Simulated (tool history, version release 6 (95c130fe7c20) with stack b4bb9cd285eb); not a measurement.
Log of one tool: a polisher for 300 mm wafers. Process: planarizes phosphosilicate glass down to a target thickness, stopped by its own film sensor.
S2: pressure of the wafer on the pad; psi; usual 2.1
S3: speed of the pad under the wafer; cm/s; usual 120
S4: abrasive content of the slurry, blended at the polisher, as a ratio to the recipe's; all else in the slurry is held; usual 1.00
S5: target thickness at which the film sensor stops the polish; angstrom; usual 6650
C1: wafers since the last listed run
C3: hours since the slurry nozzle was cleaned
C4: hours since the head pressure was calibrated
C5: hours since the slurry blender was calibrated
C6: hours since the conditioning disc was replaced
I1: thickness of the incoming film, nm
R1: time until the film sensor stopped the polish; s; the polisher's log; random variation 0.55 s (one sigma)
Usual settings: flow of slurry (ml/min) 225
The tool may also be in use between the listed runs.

Run 1, hour 0.0: usual settings; C1 0; wafers polished on this pad 1148; C3 470.8; C4 1052.3; C5 286.6; C6 429.1; I1 1167.1. Result: R1 77.1 s.
At hour 3.8: slurry nozzle cleaned.
Run 2, hour 19.0: usual settings; C1 112; wafers polished on this pad 1261; C3 15.2; C4 1071.3; C5 305.6; C6 448.1; I1 1169.7. Result: R1 78.2 s.
At hour 27.2: slurry blender recalibrated.
At hour 61.3: worn pad replaced by a new one.
Run 3, hour 65.9: usual settings but S4 0.80, S5 7960 angstrom; C1 254; wafers polished on this pad 28; C3 62.1; C4 1118.2; C5 38.7; C6 495.0; I1 1151.4. Result: R1 56.0 s.
Run 4, hour 84.4: usual settings; C1 115; wafers polished on this pad 143; C3 80.6; C4 1136.7; C5 57.2; C6 513.5; I1 1183.5. Result: R1 74.5 s.
At hour 88.8: conditioning disc replaced and pad reconditioned.
Run 5, hour 97.2: usual settings but S3 136 cm/s, S4 1.15, S5 5320 angstrom; C1 67; wafers polished on this pad 211; C3 93.4; C4 1149.5; C5 70.0; C6 8.4; I1 1172.9. Result: R1 81.0 s.
Run 6, hour 122.8: usual settings but S2 2.7 psi, S4 0.75; C1 159; wafers polished on this pad 370; C3 119.0; C4 1175.1; C5 95.6; C6 34.0; I1 1164.4. Result: R1 64.0 s.
Run 7, hour 155.0: usual settings but flow of slurry (ml/min) 160, S3 94 cm/s; C1 200; wafers polished on this pad 570; C3 151.2; C4 1207.3; C5 127.8; C6 66.2; I1 1191.8. Result: R1 98.8 s.
Run 8, hour 170.5: usual settings but S3 150 cm/s, S5 7330 angstrom; C1 96; wafers polished on this pad 667; C3 166.7; C4 1222.8; C5 143.3; C6 81.7; I1 1181.2. Result: R1 55.9 s.
Run 9, hour 202.3: usual settings but flow of slurry (ml/min) 185, S2 2.5 psi, S4 1.25, S5 7840 angstrom; C1 198; wafers polished on this pad 865; C3 198.5; C4 1254.6; C5 175.1; C6 113.5; I1 1156.6. Result: R1 43.8 s.
At hour 226.2: head pressure recalibrated.
Run 10, hour 226.7: usual settings but flow of slurry (ml/min) 155, S5 6200 angstrom; C1 139; wafers polished on this pad 1004; C3 222.9; C4 0.5; C5 199.5; C6 137.9; I1 1161.3. Result: R1 80.5 s.
Run 11, hour 272.3: usual settings but flow of slurry (ml/min) 155, S2 1.7 psi, S4 1.10, S5 5080 angstrom; C1 283; wafers polished on this pad 1288; C3 268.5; C4 46.1; C5 245.1; C6 183.5; I1 1167.9. Result: R1 120.8 s.
At hour 284.4: worn pad replaced by a new one.
Run 12, hour 290.7: usual settings but flow of slurry (ml/min) 250, S3 154 cm/s, S4 1.20; C1 89; wafers polished on this pad 39; C3 286.9; C4 64.5; C5 263.5; C6 201.9; I1 1162.0. Result: R1 55.5 s.
Run 13, hour 316.9: usual settings but S2 1.9 psi, S5 8040 angstrom; C1 163; wafers polished on this pad 202; C3 313.1; C4 90.7; C5 289.7; C6 228.1; I1 1159.4. Result: R1 58.7 s.
At hour 329.5: slurry blender recalibrated.
Run 14, hour 338.4: usual settings but S3 96 cm/s, S5 8140 angstrom; C1 121; wafers polished on this pad 323; C3 334.6; C4 112.2; C5 8.9; C6 249.6; I1 1172.0. Result: R1 58.3 s.
Run 15, hour 351.6: usual settings but S4 0.90; C1 82; wafers polished on this pad 406; C3 347.8; C4 125.4; C5 22.1; C6 262.8; I1 1168.3. Result: R1 74.3 s.
Run 16, hour 398.0: usual settings; C1 288; wafers polished on this pad 695; C3 394.2; C4 171.8; C5 68.5; C6 309.2; I1 1163.9. Result: R1 70.5 s.
Run 17, hour 433.9: usual settings; C1 223; wafers polished on this pad 918; C3 430.1; C4 207.7; C5 104.4; C6 345.1; I1 1169.0. Result: R1 71.6 s.
Run 18, hour 446.2: usual settings but S2 1.8 psi, S3 82 cm/s, S4 1.15, S5 8160 angstrom; C1 76; wafers polished on this pad 995; C3 442.4; C4 220.0; C5 116.7; C6 357.4; I1 1182.0. Result: R1 76.7 s.
At hour 453.2: slurry nozzle cleaned.
Run 19, hour 466.6: usual settings but flow of slurry (ml/min) 160, S3 94 cm/s; C1 120; wafers polished on this pad 1116; C3 13.4; C4 240.4; C5 137.1; C6 377.8; I1 1169.3. Result: R1 90.7 s.
Run 20, hour 485.8: usual settings; C1 119; wafers polished on this pad 1235; C3 32.6; C4 259.6; C5 156.3; C6 397.0; I1 1177.7. Result: R1 74.1 s.
At hour 506.7: worn pad replaced by a new one.
Run 21, hour 517.3: usual settings; C1 171; wafers polished on this pad 65; C3 64.1; C4 291.1; C5 187.8; C6 428.5; I1 1189.0. Result: R1 75.8 s.
Run 22, hour 547.6: usual settings but S4 0.75; C1 188; wafers polished on this pad 254; C3 94.4; C4 321.4; C5 218.1; C6 458.8; I1 1184.5. Result: R1 86.1 s.
Run 23, hour 576.8: usual settings but S4 1.10, S5 5670 angstrom; C1 181; wafers polished on this pad 436; C3 123.6; C4 350.6; C5 247.3; C6 488.0; I1 1163.6. Result: R1 86.2 s.
At hour 583.5: conditioning disc replaced and pad reconditioned.
At hour 616.1: slurry blender recalibrated.
Run 24, hour 675.1: usual settings but flow of slurry (ml/min) 260, S2 2.4 psi, S4 0.75; C1 587; wafers polished on this pad 1023; C3 221.9; C4 448.9; C5 59.0; C6 91.6; I1 1161.3. Result: R1 68.6 s.
At hour 717.4: worn pad replaced by a new one.
Run 25, hour 766.9: usual settings but flow of slurry (ml/min) 275, S2 1.8 psi, S4 1.10, S5 7920 angstrom; C1 546; wafers polished on this pad 308; C3 313.7; C4 540.7; C5 150.8; C6 183.4; I1 1158.1. Result: R1 59.6 s.
Run 26, hour 801.1: usual settings but S2 2.6 psi; C1 212; wafers polished on this pad 521; C3 347.9; C4 574.9; C5 185.0; C6 217.6; I1 1163.7. Result: R1 60.6 s.

3 ways to go on from here, each from the tool as it stands after run 26. What would each give?
Run A, hour 801.6: usual settings; C1 3; wafers polished on this pad 524; C3 348.4; C4 575.4; C5 185.5; C6 218.1; I1 1192.1. Result: R1 ?.
Run B, hour 801.6: usual settings but S2 1.6 psi, S3 154 cm/s; C1 3; wafers polished on this pad 524; C3 348.4; C4 575.4; C5 185.5; C6 218.1; I1 1192.1. Result: R1 ?.
Run C, hour 801.6: usual settings but flow of slurry (ml/min) 205, S2 1.6 psi; C1 3; wafers polished on this pad 524; C3 348.4; C4 575.4; C5 185.5; C6 218.1; I1 1192.1. Result: R1 ?.

run     R1
  A   78.6
  B   85.4
  C  104.6
Without the tool's hidden state the same runs would have given:
run    R1
  A  71.4
  B  77.5
  C  94.9
